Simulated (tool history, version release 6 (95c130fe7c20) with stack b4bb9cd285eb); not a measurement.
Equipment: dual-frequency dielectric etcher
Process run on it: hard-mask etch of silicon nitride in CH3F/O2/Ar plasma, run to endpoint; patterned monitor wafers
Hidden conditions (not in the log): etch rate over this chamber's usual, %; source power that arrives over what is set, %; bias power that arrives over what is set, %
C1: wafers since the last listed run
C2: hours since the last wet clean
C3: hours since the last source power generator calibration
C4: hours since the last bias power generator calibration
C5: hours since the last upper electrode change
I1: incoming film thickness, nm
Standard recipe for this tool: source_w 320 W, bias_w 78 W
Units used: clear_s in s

{"run": 1, "hour": 0.0, "source_w": 320, "bias_w": 78, "C1": 0, "C2": 0.5, "C3": 3119.8, "C4": 1353.4, "C5": 3019.4, "I1": 35.93, "clear_s": 59.1}
{"run": 2, "hour": 56.5, "source_w": 320, "bias_w": 78, "C1": 817, "C2": 57.0, "C3": 3176.3, "C4": 1409.9, "C5": 3075.9, "I1": 36.28, "clear_s": 59.0}
{"run": 3, "hour": 84.6, "source_w": 320, "bias_w": 78, "C1": 406, "C2": 85.1, "C3": 3204.4, "C4": 1438.0, "C5": 3104.0, "I1": 35.9, "clear_s": 58.2}
{"run": 4, "hour": 125.0, "source_w": 320, "bias_w": 78, "C1": 584, "C2": 125.5, "C3": 3244.8, "C4": 1478.4, "C5": 3144.4, "I1": 36.31, "clear_s": 58.8}
{"run": 5, "hour": 164.5, "source_w": 320, "bias_w": 78, "C1": 571, "C2": 165.0, "C3": 3284.3, "C4": 1517.9, "C5": 3183.9, "I1": 35.53, "clear_s": 58.1}
{"run": 6, "hour": 333.3, "source_w": 320, "bias_w": 78, "C1": 2441, "C2": 333.8, "C3": 3453.1, "C4": 1686.7, "C5": 3352.7, "I1": 36.09, "clear_s": 57.5}
{"run": 7, "hour": 390.1, "source_w": 320, "bias_w": 78, "C1": 821, "C2": 390.6, "C3": 3509.9, "C4": 1743.5, "C5": 3409.5, "I1": 35.98, "clear_s": 57.1}
{"hour": 442.4, "done": "wet clean of the chamber"}
{"run": 8, "hour": 450.6, "source_w": 320, "bias_w": 78, "C1": 527, "C2": 8.2, "C3": 3570.4, "C4": 1804.0, "C5": 3470.0, "I1": 35.85, "clear_s": 58.7}
{"run": 9, "hour": 484.5, "source_w": 270, "bias_w": 63, "C1": 490, "C2": 42.1, "C3": 3604.3, "C4": 1837.9, "C5": 3503.9, "I1": 36.06, "clear_s": 66.1}
{"run": 10, "hour": 550.9, "source_w": 270, "bias_w": 63, "C1": 960, "C2": 108.5, "C3": 3670.7, "C4": 1904.3, "C5": 3570.3, "I1": 36.14, "clear_s": 66.0}
{"run": 11, "hour": 577.5, "source_w": 320, "bias_w": 78, "C1": 384, "C2": 135.1, "C3": 3697.3, "C4": 1930.9, "C5": 3596.9, "I1": 36.26, "clear_s": 58.8}
{"hour": 590.5, "done": "bias power generator calibrated"}
{"run": 12, "hour": 602.2, "source_w": 320, "bias_w": 78, "C1": 299, "C2": 159.8, "C3": 3722.0, "C4": 11.7, "C5": 3621.6, "I1": 36.17, "clear_s": 58.9}
{"hour": 629.4, "done": "source power generator calibrated"}
{"run": 13, "hour": 640.1, "source_w": 270, "bias_w": 72, "C1": 490, "C2": 197.7, "C3": 10.7, "C4": 49.6, "C5": 3659.5, "I1": 36.12, "clear_s": 63.5}
{"run": 14, "hour": 705.2, "source_w": 320, "bias_w": 78, "C1": 941, "C2": 262.8, "C3": 75.8, "C4": 114.7, "C5": 3724.6, "I1": 36.17, "clear_s": 58.7}
{"run": 15, "hour": 747.6, "source_w": 320, "bias_w": 87, "C1": 613, "C2": 305.2, "C3": 118.2, "C4": 157.1, "C5": 3767.0, "I1": 35.87, "clear_s": 55.8}
{"run": 16, "hour": 805.5, "source_w": 250, "bias_w": 96, "C1": 837, "C2": 363.1, "C3": 176.1, "C4": 215.0, "C5": 3824.9, "I1": 36.47, "clear_s": 59.1}
{"hour": 870.7, "done": "wet clean of the chamber"}
{"run": 17, "hour": 871.3, "source_w": 350, "bias_w": 66, "C1": 604, "C2": 0.6, "C3": 241.9, "C4": 280.8, "C5": 3890.7, "I1": 36.14, "clear_s": 60.7}
{"run": 18, "hour": 906.2, "source_w": 250, "bias_w": 58, "C1": 504, "C2": 35.5, "C3": 276.8, "C4": 315.7, "C5": 3925.6, "I1": 35.56, "clear_s": 68.4}
{"run": 19, "hour": 964.5, "source_w": 260, "bias_w": 59, "C1": 843, "C2": 93.8, "C3": 335.1, "C4": 374.0, "C5": 3983.9, "I1": 36.21, "clear_s": 68.3}
{"hour": 1017.4, "done": "upper electrode replaced"}
{"run": 20, "hour": 1030.2, "source_w": 320, "bias_w": 78, "C1": 603, "C2": 159.5, "C3": 400.8, "C4": 439.7, "C5": 12.8, "I1": 36.36, "clear_s": 59.1}
{"run": 21, "hour": 1080.4, "source_w": 270, "bias_w": 67, "C1": 726, "C2": 209.7, "C3": 451.0, "C4": 489.9, "C5": 63.0, "I1": 36.6, "clear_s": 64.2}
{"run": 22, "hour": 1139.8, "source_w": 320, "bias_w": 89, "C1": 859, "C2": 269.1, "C3": 510.4, "C4": 549.3, "C5": 122.4, "I1": 35.93, "clear_s": 55.4}
{"run": 23, "hour": 1206.0, "source_w": 290, "bias_w": 71, "C1": 957, "C2": 335.3, "C3": 576.6, "C4": 615.5, "C5": 188.6, "I1": 36.16, "clear_s": 61.7}
{"run": 24, "hour": 1249.3, "source_w": 400, "bias_w": 94, "C1": 626, "C2": 378.6, "C3": 619.9, "C4": 658.8, "C5": 231.9, "I1": 36.13, "clear_s": 50.9}
{"run": 25, "hour": 1298.8, "source_w": 350, "bias_w": 60, "C1": 715, "C2": 428.1, "C3": 669.4, "C4": 708.3, "C5": 281.4, "I1": 35.83, "clear_s": 59.7}
{"hour": 1335.3, "done": "wet clean of the chamber"}
{"run": 26, "hour": 1346.8, "source_w": 320, "bias_w": 90, "C1": 347, "C2": 11.5, "C3": 717.4, "C4": 756.3, "C5": 329.4, "I1": 36.12, "clear_s": 56.3}
{"run": 27, "hour": 1412.4, "source_w": 320, "bias_w": 78, "C1": 948, "C2": 77.1, "C3": 783.0, "C4": 821.9, "C5": 395.0, "I1": 36.32, "clear_s": 59.1}
{"run": 28, "hour": 1467.0, "source_w": 320, "bias_w": 78, "C1": 789, "C2": 131.7, "C3": 837.6, "C4": 876.5, "C5": 449.6, "I1": 36.13, "clear_s": 58.4}
{"run": 29, "hour": 1534.8, "source_w": 270, "bias_w": 93, "C1": 980, "C2": 199.5, "C3": 905.4, "C4": 944.3, "C5": 517.4, "I1": 35.84, "clear_s": 58.2}
{"run": 30, "hour": 1586.9, "source_w": 320, "bias_w": 97, "C1": 753, "C2": 251.6, "C3": 957.5, "C4": 996.4, "C5": 569.5, "I1": 36.59, "clear_s": 54.7}
{"run": 31, "hour": 1628.4, "source_w": 300, "bias_w": 90, "C1": 600, "C2": 293.1, "C3": 999.0, "C4": 1037.9, "C5": 611.0, "I1": 36.01, "clear_s": 55.8}
{"run": 32, "hour": 1688.3, "source_w": 320, "bias_w": 78, "C1": 866, "C2": 353.0, "C3": 1058.9, "C4": 1097.8, "C5": 670.9, "I1": 35.93, "clear_s": 56.6}
{"hour": 1737.6, "done": "wet clean of the chamber"}
{"run": 33, "hour": 1834.6, "source_w": 260, "bias_w": 86, "C1": 1768, "C2": 97.0, "C3": 1205.2, "C4": 1244.1, "C5": 817.2, "I1": 36.24, "clear_s": 61.3}
{"run": 34, "hour": 1868.3, "source_w": 250, "bias_w": 78, "C1": 487, "C2": 130.7, "C3": 1238.9, "C4": 1277.8, "C5": 850.9, "I1": 35.86, "clear_s": 63.2}
{"run": 35, "hour": 1901.8, "source_w": 320, "bias_w": 61, "C1": 484, "C2": 164.2, "C3": 1272.4, "C4": 1311.3, "C5": 884.4, "I1": 36.2, "clear_s": 63.3}
{"run": 36, "hour": 1971.5, "source_w": 380, "bias_w": 88, "C1": 1008, "C2": 233.9, "C3": 1342.1, "C4": 1381.0, "C5": 954.1, "I1": 35.76, "clear_s": 52.4}

Predict each of these 3 candidate next runs independently; none follows another, all start after run 36:
{"run": "A", "hour": 1971.9, "source_w": 320, "bias_w": 67, "C1": 5, "C2": 234.3, "C3": 1342.5, "C4": 1381.4, "C5": 954.5, "I1": 36.47, "clear_s": "?"}
{"run": "B", "hour": 1971.9, "source_w": 290, "bias_w": 95, "C1": 5, "C2": 234.3, "C3": 1342.5, "C4": 1381.4, "C5": 954.5, "I1": 36.47, "clear_s": "?"}
{"run": "C", "hour": 1971.9, "source_w": 380, "bias_w": 66, "C1": 5, "C2": 234.3, "C3": 1342.5, "C4": 1381.4, "C5": 954.5, "I1": 36.47, "clear_s": "?"}

run=A clear_s=61.4
run=B clear_s=56.8
run=C clear_s=58.4
Had the tool no hidden state, the same runs would have come out as:
run=A clear_s=62.2
run=B clear_s=57.5
run=C clear_s=59.1

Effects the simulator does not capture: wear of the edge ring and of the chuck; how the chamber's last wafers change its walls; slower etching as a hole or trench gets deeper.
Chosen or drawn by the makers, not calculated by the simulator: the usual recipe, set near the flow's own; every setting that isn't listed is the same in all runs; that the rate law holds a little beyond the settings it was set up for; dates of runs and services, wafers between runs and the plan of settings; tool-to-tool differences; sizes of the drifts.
